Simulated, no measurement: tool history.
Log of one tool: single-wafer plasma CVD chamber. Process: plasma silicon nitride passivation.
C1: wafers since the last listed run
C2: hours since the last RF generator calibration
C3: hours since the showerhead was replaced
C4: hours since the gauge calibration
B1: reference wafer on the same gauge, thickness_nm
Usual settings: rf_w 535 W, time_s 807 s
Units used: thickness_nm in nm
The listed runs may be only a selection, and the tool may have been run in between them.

{"run": 1, "day": 0.0, "rf_w": 535, "time_s": 807, "C1": 0, "C2": 1837.1, "C3": 4179.3, "C4": 287.4, "B1": 1180.146, "thickness_nm": 1304.751}
{"run": 2, "day": 0.558, "rf_w": 535, "time_s": 807, "C1": 24, "C2": 1850.5, "C3": 4192.7, "C4": 300.8, "B1": 1179.97, "thickness_nm": 1302.548}
{"run": 3, "day": 1.875, "rf_w": 535, "time_s": 807, "C1": 58, "C2": 1882.1, "C3": 4224.3, "C4": 332.4, "B1": 1180.334, "thickness_nm": 1301.947}
{"run": 4, "day": 5.538, "rf_w": 535, "time_s": 807, "C1": 162, "C2": 1970.0, "C3": 4312.2, "C4": 420.3, "B1": 1180.104, "thickness_nm": 1303.017}
{"run": 5, "day": 6.821, "rf_w": 535, "time_s": 807, "C1": 57, "C2": 2000.8, "C3": 4343.0, "C4": 451.1, "B1": 1179.785, "thickness_nm": 1304.976}
{"run": 6, "day": 7.804, "rf_w": 455, "time_s": 807, "C1": 43, "C2": 2024.4, "C3": 4366.6, "C4": 474.7, "B1": 1180.09, "thickness_nm": 1254.093}
{"run": 7, "day": 8.483, "rf_w": 455, "time_s": 807, "C1": 30, "C2": 2040.7, "C3": 4382.9, "C4": 491.0, "B1": 1180.287, "thickness_nm": 1253.9}
{"day": 9.608, "done": "RF generator calibrated"}
{"run": 8, "day": 9.625, "rf_w": 535, "time_s": 807, "C1": 35, "C2": 0.4, "C3": 4410.3, "C4": 518.4, "B1": 1179.856, "thickness_nm": 1287.148}
{"run": 9, "day": 10.25, "rf_w": 535, "time_s": 807, "C1": 27, "C2": 15.4, "C3": 4425.3, "C4": 533.4, "B1": 1179.952, "thickness_nm": 1288.281}
{"run": 10, "day": 10.779, "rf_w": 570, "time_s": 742, "C1": 23, "C2": 28.1, "C3": 4438.0, "C4": 546.1, "B1": 1180.207, "thickness_nm": 1203.583}
{"day": 11.988, "done": "gauge calibrated"}
{"day": 12.133, "done": "showerhead replaced"}
{"day": 15.3, "done": "RF generator calibrated, repeated, since the last time left the tool worse"}
{"run": 11, "day": 15.321, "rf_w": 570, "time_s": 742, "C1": 172, "C2": 0.5, "C3": 76.5, "C4": 80.0, "B1": 1179.723, "thickness_nm": 1237.724}
{"run": 12, "day": 15.55, "rf_w": 590, "time_s": 871, "C1": 10, "C2": 6.0, "C3": 82.0, "C4": 85.5, "B1": 1179.738, "thickness_nm": 1458.196}
{"run": 13, "day": 17.042, "rf_w": 535, "time_s": 807, "C1": 66, "C2": 41.8, "C3": 117.8, "C4": 121.3, "B1": 1179.745, "thickness_nm": 1319.691}
{"run": 14, "day": 17.688, "rf_w": 535, "time_s": 807, "C1": 28, "C2": 57.3, "C3": 133.3, "C4": 136.8, "B1": 1180.068, "thickness_nm": 1320.485}
{"run": 15, "day": 18.692, "rf_w": 620, "time_s": 923, "C1": 44, "C2": 81.4, "C3": 157.4, "C4": 160.9, "B1": 1180.018, "thickness_nm": 1561.145}
{"run": 16, "day": 19.996, "rf_w": 535, "time_s": 764, "C1": 58, "C2": 112.7, "C3": 188.7, "C4": 192.2, "B1": 1179.823, "thickness_nm": 1250.76}
{"run": 17, "day": 21.346, "rf_w": 535, "time_s": 807, "C1": 60, "C2": 145.1, "C3": 221.1, "C4": 224.6, "B1": 1180.047, "thickness_nm": 1320.679}
{"run": 18, "day": 22.775, "rf_w": 615, "time_s": 695, "C1": 63, "C2": 179.4, "C3": 255.4, "C4": 258.9, "B1": 1180.268, "thickness_nm": 1177.103}
{"run": 19, "day": 23.675, "rf_w": 635, "time_s": 852, "C1": 40, "C2": 201.0, "C3": 277.0, "C4": 280.5, "B1": 1179.995, "thickness_nm": 1453.121}
{"run": 20, "day": 24.517, "rf_w": 630, "time_s": 744, "C1": 37, "C2": 221.2, "C3": 297.2, "C4": 300.7, "B1": 1180.131, "thickness_nm": 1263.679}
{"run": 21, "day": 25.104, "rf_w": 535, "time_s": 807, "C1": 26, "C2": 235.3, "C3": 311.3, "C4": 314.8, "B1": 1179.881, "thickness_nm": 1320.074}
{"run": 22, "day": 25.896, "rf_w": 500, "time_s": 807, "C1": 35, "C2": 254.3, "C3": 330.3, "C4": 333.8, "B1": 1179.969, "thickness_nm": 1297.024}

5 options for the next run, each taken on its own from the tool as it stands now. Forecast them:
{"run": "A", "day": 25.921, "rf_w": 535, "time_s": 807, "C1": 1, "C2": 254.9, "C3": 330.9, "C4": 334.4, "B1": "?", "thickness_nm": "?"}
{"run": "B", "day": 25.921, "rf_w": 630, "time_s": 673, "C1": 1, "C2": 254.9, "C3": 330.9, "C4": 334.4, "B1": "?", "thickness_nm": "?"}
{"run": "C", "day": 25.921, "rf_w": 570, "time_s": 963, "C1": 1, "C2": 254.9, "C3": 330.9, "C4": 334.4, "B1": "?", "thickness_nm": "?"}
{"run": "D", "day": 25.921, "rf_w": 495, "time_s": 741, "C1": 1, "C2": 254.9, "C3": 330.9, "C4": 334.4, "B1": "?", "thickness_nm": "?"}
{"run": "E", "day": 25.921, "rf_w": 635, "time_s": 932, "C1": 1, "C2": 254.9, "C3": 330.9, "C4": 334.4, "B1": "?", "thickness_nm": "?"}

run=A B1=1179.925 thickness_nm=1320.117
run=B B1=1179.925 thickness_nm=1145.727
run=C B1=1179.925 thickness_nm=1599.631
run=D B1=1179.925 thickness_nm=1189.900
run=E B1=1179.925 thickness_nm=1589.765
Stripped of hidden state, with their random variation kept, the same runs would have yielded:
run=A thickness_nm=1320.679
run=B thickness_nm=1146.215
run=C thickness_nm=1600.313
run=D thickness_nm=1190.407
run=E thickness_nm=1590.443
